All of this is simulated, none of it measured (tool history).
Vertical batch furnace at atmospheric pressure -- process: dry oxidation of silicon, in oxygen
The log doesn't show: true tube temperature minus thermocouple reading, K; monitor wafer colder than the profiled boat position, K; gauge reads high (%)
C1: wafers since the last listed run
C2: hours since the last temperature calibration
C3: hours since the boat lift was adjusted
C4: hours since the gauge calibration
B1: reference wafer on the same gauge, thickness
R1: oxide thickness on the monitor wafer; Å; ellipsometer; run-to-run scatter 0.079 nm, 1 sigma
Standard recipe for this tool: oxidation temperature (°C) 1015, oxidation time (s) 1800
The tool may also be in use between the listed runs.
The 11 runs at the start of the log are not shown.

run 12 hour=244.6 | oxidation_temperature_(°C)=1015 oxidation_time_(s)=1800 | C1=344 C2=1393.9 C3=20.7 C4=1032.1 | B1=62.70 | R1=535.0
run 13 hour=274.2 | oxidation_temperature_(°C)=1029 oxidation_time_(s)=1590 | C1=505 C2=1423.5 C3=50.3 C4=1061.7 | B1=62.70 | R1=539.9
-- hour=284.3 gauge calibrated
run 14 hour=303.4 | oxidation_temperature_(°C)=1029 oxidation_time_(s)=1590 | C1=498 C2=1452.7 C3=79.5 C4=19.1 | B1=62.70 | R1=540.7
run 15 hour=325.5 | oxidation_temperature_(°C)=999 oxidation_time_(s)=1560 | C1=377 C2=1474.8 C3=101.6 C4=41.2 | B1=62.71 | R1=453.0
run 16 hour=350.6 | oxidation_temperature_(°C)=1030 oxidation_time_(s)=1800 | C1=428 C2=1499.9 C3=126.7 C4=66.3 | B1=62.69 | R1=579.0
-- hour=393.7 thermocouples replaced and temperature profile calibrated
run 17 hour=394.2 | oxidation_temperature_(°C)=1015 oxidation_time_(s)=2640 | C1=334 C2=0.5 C3=170.3 C4=109.9 | B1=62.70 | R1=642.2
run 18 hour=397.5 | oxidation_temperature_(°C)=998 oxidation_time_(s)=2100 | C1=56 C2=3.8 C3=173.6 C4=113.2 | B1=62.71 | R1=511.1
run 19 hour=422.9 | oxidation_temperature_(°C)=1015 oxidation_time_(s)=1800 | C1=433 C2=29.2 C3=199.0 C4=138.6 | B1=62.68 | R1=522.0
run 20 hour=438.6 | oxidation_temperature_(°C)=1015 oxidation_time_(s)=1800 | C1=268 C2=44.9 C3=214.7 C4=154.3 | B1=62.69 | R1=524.0
run 21 hour=465.8 | oxidation_temperature_(°C)=1015 oxidation_time_(s)=1800 | C1=464 C2=72.1 C3=241.9 C4=181.5 | B1=62.72 | R1=522.2
run 22 hour=487.6 | oxidation_temperature_(°C)=1027 oxidation_time_(s)=1320 | C1=372 C2=93.9 C3=263.7 C4=203.3 | B1=62.69 | R1=476.4
run 23 hour=504.8 | oxidation_temperature_(°C)=1015 oxidation_time_(s)=1500 | C1=293 C2=111.1 C3=280.9 C4=220.5 | B1=62.68 | R1=477.3
run 24 hour=534.3 | oxidation_temperature_(°C)=1032 oxidation_time_(s)=1320 | C1=503 C2=140.6 C3=310.4 C4=250.0 | B1=62.71 | R1=488.8
run 25 hour=549.0 | oxidation_temperature_(°C)=997 oxidation_time_(s)=2670 | C1=250 C2=155.3 C3=325.1 C4=264.7 | B1=62.73 | R1=577.1
run 26 hour=570.1 | oxidation_temperature_(°C)=1031 oxidation_time_(s)=2640 | C1=360 C2=176.4 C3=346.2 C4=285.8 | B1=62.71 | R1=704.2
run 27 hour=598.6 | oxidation_temperature_(°C)=998 oxidation_time_(s)=1140 | C1=486 C2=204.9 C3=374.7 C4=314.3 | B1=62.69 | R1=381.2

Predict the results of run 28:
run 28 hour=615.3 | oxidation_temperature_(°C)=1015 oxidation_time_(s)=1800 | C1=285 C2=221.6 C3=391.4 C4=331.0 | B1=? | R1=?

B1: 62.70
R1: 520.3 Å
Were there no unlogged condition in the tool, this run, its random variation unchanged, would have produced R1 524.2 Å.
